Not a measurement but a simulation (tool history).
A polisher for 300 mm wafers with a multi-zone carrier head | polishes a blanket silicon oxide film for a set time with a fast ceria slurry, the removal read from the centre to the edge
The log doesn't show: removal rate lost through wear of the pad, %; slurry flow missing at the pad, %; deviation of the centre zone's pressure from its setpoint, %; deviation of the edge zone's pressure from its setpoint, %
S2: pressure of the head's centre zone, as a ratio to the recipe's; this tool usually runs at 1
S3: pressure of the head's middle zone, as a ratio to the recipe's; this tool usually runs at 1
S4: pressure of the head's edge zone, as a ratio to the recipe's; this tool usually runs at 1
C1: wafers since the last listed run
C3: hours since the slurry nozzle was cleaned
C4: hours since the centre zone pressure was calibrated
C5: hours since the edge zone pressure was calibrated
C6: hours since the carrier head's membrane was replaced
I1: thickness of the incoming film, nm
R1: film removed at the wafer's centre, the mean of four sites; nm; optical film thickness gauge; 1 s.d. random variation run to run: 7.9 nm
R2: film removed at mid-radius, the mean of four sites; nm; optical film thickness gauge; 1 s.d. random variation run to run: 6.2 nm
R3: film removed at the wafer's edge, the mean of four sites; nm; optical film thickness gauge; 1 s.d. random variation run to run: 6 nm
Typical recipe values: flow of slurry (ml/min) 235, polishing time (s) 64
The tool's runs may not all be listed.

{"run": 1, "day": 0.0, "flow of slurry (ml/min)": 235, "S2": 1, "S3": 1, "S4": 1, "polishing time (s)": 64, "C1": 0, "wafers polished on this pad": 4369, "C3": 184.9, "C4": 403.5, "C5": 604.6, "C6": 1580.4, "I1": 3724.7, "R1": 734.6, "R2": 729.7, "R3": 719.4}
{"day": 2.079, "done": "centre zone pressure recalibrated"}
{"run": 2, "day": 2.133, "flow of slurry (ml/min)": 235, "S2": 1, "S3": 1, "S4": 1, "polishing time (s)": 64, "C1": 722, "wafers polished on this pad": 5092, "C3": 236.1, "C4": 1.3, "C5": 655.8, "C6": 1631.6, "I1": 3667.4, "R1": 723.4, "R2": 716.9, "R3": 707.2}
{"day": 2.371, "done": "worn pad replaced by a new one"}
{"run": 3, "day": 3.267, "flow of slurry (ml/min)": 235, "S2": 1, "S3": 0.97, "S4": 1, "polishing time (s)": 64, "C1": 340, "wafers polished on this pad": 316, "C3": 263.3, "C4": 28.5, "C5": 683, "C6": 1658.8, "I1": 3724.7, "R1": 801.8, "R2": 772.1, "R3": 773.2}
{"run": 4, "day": 4.408, "flow of slurry (ml/min)": 260, "S2": 1, "S3": 0.96, "S4": 1.1, "polishing time (s)": 44, "C1": 402, "wafers polished on this pad": 718, "C3": 290.7, "C4": 55.9, "C5": 710.4, "C6": 1686.2, "I1": 3729.9, "R1": 553.4, "R2": 529.7, "R3": 549.8}
{"day": 6.104, "done": "carrier head's membrane replaced by a new one"}
{"run": 5, "day": 6.196, "flow of slurry (ml/min)": 235, "S2": 1, "S3": 0.94, "S4": 1.09, "polishing time (s)": 81, "C1": 556, "wafers polished on this pad": 1275, "C3": 333.6, "C4": 98.8, "C5": 753.3, "C6": 2.2, "I1": 3700, "R1": 992.9, "R2": 931.9, "R3": 976.1}
{"run": 6, "day": 8.017, "flow of slurry (ml/min)": 235, "S2": 1, "S3": 1, "S4": 1, "polishing time (s)": 64, "C1": 642, "wafers polished on this pad": 1917, "C3": 377.3, "C4": 142.5, "C5": 797, "C6": 45.9, "I1": 3718.4, "R1": 769.3, "R2": 766.7, "R3": 760.1}
{"day": 8.308, "done": "slurry nozzle cleaned"}
{"run": 7, "day": 10.417, "flow of slurry (ml/min)": 235, "S2": 1, "S3": 1, "S4": 1, "polishing time (s)": 64, "C1": 831, "wafers polished on this pad": 2749, "C3": 50.6, "C4": 200.1, "C5": 854.6, "C6": 103.5, "I1": 3640.9, "R1": 759.4, "R2": 753.1, "R3": 729.7}
{"run": 8, "day": 12.354, "flow of slurry (ml/min)": 265, "S2": 1, "S3": 1.08, "S4": 1, "polishing time (s)": 45, "C1": 683, "wafers polished on this pad": 3432, "C3": 97.1, "C4": 246.6, "C5": 901.1, "C6": 150, "I1": 3628.9, "R1": 531.1, "R2": 575.1, "R3": 519.6}
{"run": 9, "day": 13.612, "flow of slurry (ml/min)": 235, "S2": 1, "S3": 1.05, "S4": 1, "polishing time (s)": 64, "C1": 443, "wafers polished on this pad": 3876, "C3": 127.3, "C4": 276.8, "C5": 931.3, "C6": 180.2, "I1": 3688, "R1": 743.5, "R2": 770.3, "R3": 712.9}
{"run": 10, "day": 15.633, "flow of slurry (ml/min)": 235, "S2": 1, "S3": 1.04, "S4": 1.07, "polishing time (s)": 49, "C1": 712, "wafers polished on this pad": 4589, "C3": 175.8, "C4": 325.3, "C5": 979.8, "C6": 228.7, "I1": 3665.7, "R1": 561.2, "R2": 576.8, "R3": 559.3}
{"run": 11, "day": 16.638, "flow of slurry (ml/min)": 235, "S2": 1, "S3": 1, "S4": 1, "polishing time (s)": 64, "C1": 354, "wafers polished on this pad": 4943, "C3": 199.9, "C4": 349.4, "C5": 1003.9, "C6": 252.8, "I1": 3664, "R1": 735.8, "R2": 722.8, "R3": 708}
{"day": 19.617, "done": "worn pad replaced by a new one"}
{"run": 12, "day": 19.638, "flow of slurry (ml/min)": 285, "S2": 1, "S3": 1, "S4": 0.95, "polishing time (s)": 46, "C1": 999, "wafers polished on this pad": 6, "C3": 271.9, "C4": 421.4, "C5": 1075.9, "C6": 324.8, "I1": 3687.4, "R1": 593.7, "R2": 593.5, "R3": 552.8}
{"day": 21.529, "done": "edge zone pressure recalibrated"}
{"run": 13, "day": 21.579, "flow of slurry (ml/min)": 235, "S2": 1, "S3": 1, "S4": 1, "polishing time (s)": 64, "C1": 655, "wafers polished on this pad": 662, "C3": 318.5, "C4": 468, "C5": 1.2, "C6": 371.4, "I1": 3746.2, "R1": 784.2, "R2": 795.6, "R3": 781.9}
{"day": 21.9, "done": "centre zone pressure recalibrated"}
{"day": 22.829, "done": "slurry nozzle cleaned"}
{"run": 14, "day": 24.4, "flow of slurry (ml/min)": 275, "S2": 1, "S3": 0.9, "S4": 1.08, "polishing time (s)": 58, "C1": 950, "wafers polished on this pad": 1612, "C3": 37.7, "C4": 60, "C5": 68.9, "C6": 439.1, "I1": 3659, "R1": 723.8, "R2": 662.5, "R3": 711.5}
{"run": 15, "day": 26.154, "flow of slurry (ml/min)": 235, "S2": 0.95, "S3": 0.89, "S4": 1, "polishing time (s)": 64, "C1": 618, "wafers polished on this pad": 2231, "C3": 79.8, "C4": 102.1, "C5": 111, "C6": 481.2, "I1": 3645.2, "R1": 741.6, "R2": 700.6, "R3": 755}
{"run": 16, "day": 27.404, "flow of slurry (ml/min)": 175, "S2": 0.97, "S3": 0.96, "S4": 1.05, "polishing time (s)": 64, "C1": 440, "wafers polished on this pad": 2672, "C3": 109.8, "C4": 132.1, "C5": 141, "C6": 511.2, "I1": 3621.8, "R1": 684.6, "R2": 696.4, "R3": 730.4}
{"run": 17, "day": 28.779, "flow of slurry (ml/min)": 180, "S2": 1, "S3": 1.1, "S4": 1, "polishing time (s)": 64, "C1": 484, "wafers polished on this pad": 3157, "C3": 142.8, "C4": 165.1, "C5": 174, "C6": 544.2, "I1": 3634.2, "R1": 718.5, "R2": 767, "R3": 706.1}
{"run": 18, "day": 31.217, "flow of slurry (ml/min)": 165, "S2": 1.07, "S3": 0.91, "S4": 1, "polishing time (s)": 64, "C1": 859, "wafers polished on this pad": 4016, "C3": 201.3, "C4": 223.6, "C5": 232.5, "C6": 602.7, "I1": 3621.2, "R1": 747.4, "R2": 642.7, "R3": 692.4}
{"run": 19, "day": 32.688, "flow of slurry (ml/min)": 275, "S2": 1.04, "S3": 1.09, "S4": 0.95, "polishing time (s)": 64, "C1": 518, "wafers polished on this pad": 4535, "C3": 236.6, "C4": 258.9, "C5": 267.8, "C6": 638, "I1": 3698.8, "R1": 789.8, "R2": 808, "R3": 706.4}
{"run": 20, "day": 34.771, "flow of slurry (ml/min)": 305, "S2": 1, "S3": 1.1, "S4": 1.09, "polishing time (s)": 64, "C1": 734, "wafers polished on this pad": 5270, "C3": 286.6, "C4": 308.9, "C5": 317.8, "C6": 688, "I1": 3662.5, "R1": 749.8, "R2": 798.4, "R3": 754.6}
{"day": 35.575, "done": "worn pad replaced by a new one"}
{"run": 21, "day": 37.133, "flow of slurry (ml/min)": 235, "S2": 1, "S3": 1, "S4": 1, "polishing time (s)": 64, "C1": 774, "wafers polished on this pad": 550, "C3": 343.3, "C4": 365.6, "C5": 374.5, "C6": 744.7, "I1": 3687.1, "R1": 787.7, "R2": 796.4, "R3": 774.5}
{"run": 22, "day": 39.4, "flow of slurry (ml/min)": 235, "S2": 0.94, "S3": 1, "S4": 1, "polishing time (s)": 44, "C1": 799, "wafers polished on this pad": 1349, "C3": 397.7, "C4": 420, "C5": 428.9, "C6": 799.1, "I1": 3703.4, "R1": 498.3, "R2": 526.6, "R3": 522.2}

For each run, the measured value with the value that run would have given without the tool's hidden condition subtracted. The run-to-run variation is shared by both, the gauge scatter possibly not:
run=1 R1=-69.8 R2=-69.3 R3=-68.3
run=2 R1=-81.6 R2=-80.8 R3=-79.7
run=3 R1=-12.4 R2=-11.9 R3=-11.9
run=4 R1=-13 R2=-12.4 R3=-12.9
run=5 R1=-36.1 R2=-33.9 R3=-35.5
run=6 R1=-38.4 R2=-38.3 R3=-37.8
run=7 R1=-51.8 R2=-51.4 R3=-49.8
run=8 R1=-44.4 R2=-48 R3=-43.4
run=9 R1=-69.6 R2=-72.1 R3=-66.7
run=10 R1=-61.9 R2=-63.7 R3=-61.7
run=11 R1=-87.4 R2=-85.8 R3=-84.1
run=12 R1=-4.3 R2=-4.3 R3=-4
run=13 R1=-16.3 R2=-16.5 R3=-16.3
run=14 R1=-29.8 R2=-27.4 R3=-29.3
run=15 R1=-40.3 R2=-38 R3=-41.1
run=16 R1=-43.7 R2=-44.5 R3=-46.7
run=17 R1=-53.6 R2=-57.2 R3=-52.7
run=18 R1=-70.3 R2=-60.5 R3=-65.1
run=19 R1=-83.9 R2=-85.9 R3=-75.1
run=20 R1=-92.9 R2=-98.9 R3=-93.4
run=21 R1=-16 R2=-16.2 R3=-15.7
run=22 R1=-18.3 R2=-19.3 R3=-19.1
